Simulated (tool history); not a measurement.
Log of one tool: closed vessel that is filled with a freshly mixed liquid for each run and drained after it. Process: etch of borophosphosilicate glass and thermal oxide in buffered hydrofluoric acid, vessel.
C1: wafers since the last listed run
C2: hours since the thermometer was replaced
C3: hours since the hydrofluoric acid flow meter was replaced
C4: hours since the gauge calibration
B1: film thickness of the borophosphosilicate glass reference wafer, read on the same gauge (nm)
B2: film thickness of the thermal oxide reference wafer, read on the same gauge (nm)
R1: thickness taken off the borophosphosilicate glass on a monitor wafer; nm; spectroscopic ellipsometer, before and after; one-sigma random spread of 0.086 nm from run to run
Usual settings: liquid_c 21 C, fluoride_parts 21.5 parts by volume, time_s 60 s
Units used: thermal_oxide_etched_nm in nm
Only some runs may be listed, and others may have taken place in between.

run 1 hour=0 | liquid_c=22.5 fluoride_parts=21.5 time_s=60 | C1=0 C2=1665.7 C3=1363.8 C4=50.1 | B1=80 B2=140.03 | R1=36.75 thermal_oxide_etched_nm=36.65
run 2 hour=16.2 | liquid_c=22.5 fluoride_parts=21.5 time_s=60 | C1=2166 C2=1681.9 C3=1380 C4=66.3 | B1=80.01 B2=140.01 | R1=36.77 thermal_oxide_etched_nm=37.02
run 3 hour=25.6 | liquid_c=21 fluoride_parts=21.5 time_s=85 | C1=1257 C2=1691.3 C3=1389.4 C4=75.7 | B1=80.01 B2=140.02 | R1=47.86 thermal_oxide_etched_nm=47.93
run 4 hour=43.2 | liquid_c=21 fluoride_parts=21.5 time_s=85 | C1=2353 C2=1708.9 C3=1407 C4=93.3 | B1=80.02 B2=140.04 | R1=47.95 thermal_oxide_etched_nm=48.31
run 5 hour=58 | liquid_c=21 fluoride_parts=21.5 time_s=85 | C1=1979 C2=1723.7 C3=1421.8 C4=108.1 | B1=79.99 B2=140 | R1=48.31 thermal_oxide_etched_nm=48.37
-- hour=63.2 thermometer replaced
run 6 hour=73.9 | liquid_c=21 fluoride_parts=21.5 time_s=60 | C1=1992 C2=10.7 C3=1437.7 C4=124 | B1=79.99 B2=139.98 | R1=33.92 thermal_oxide_etched_nm=33.81
run 7 hour=81.4 | liquid_c=21 fluoride_parts=21.5 time_s=60 | C1=1003 C2=18.2 C3=1445.2 C4=131.5 | B1=80 B2=140.06 | R1=33.99 thermal_oxide_etched_nm=34.14
run 8 hour=89.4 | liquid_c=21 fluoride_parts=21.5 time_s=60 | C1=1069 C2=26.2 C3=1453.2 C4=139.5 | B1=79.99 B2=139.96 | R1=34.12 thermal_oxide_etched_nm=34.19
run 9 hour=98.2 | liquid_c=21 fluoride_parts=19 time_s=60 | C1=1176 C2=35 C3=1462 C4=148.3 | B1=80.03 B2=139.98 | R1=38.39 thermal_oxide_etched_nm=38.6
-- hour=109.4 hydrofluoric acid flow meter replaced
run 10 hour=111.3 | liquid_c=18.5 fluoride_parts=21.5 time_s=60 | C1=1618 C2=48.1 C3=1.9 C4=161.4 | B1=79.98 B2=140.02 | R1=27.02 thermal_oxide_etched_nm=27.2
-- hour=114.3 gauge calibrated
run 11 hour=120 | liquid_c=21 fluoride_parts=21.5 time_s=60 | C1=1163 C2=56.8 C3=10.6 C4=5.7 | B1=79.99 B2=140 | R1=31.02 thermal_oxide_etched_nm=31.15

Estimate the outcome of run 12 from the log above:
run 12 hour=127 | liquid_c=18.5 fluoride_parts=29.5 time_s=50 | C1=936 C2=63.8 C3=17.6 C4=12.7 | B1=? B2=? | R1=? thermal_oxide_etched_nm=?

Run 12 produced B1 80.01, B2 139.97, R1 18.17 nm, thermal_oxide_etched_nm 18.21 nm.
Minus the tool's unlogged condition, the same run would have read R1 18.03 nm, thermal_oxide_etched_nm 18.07 nm.
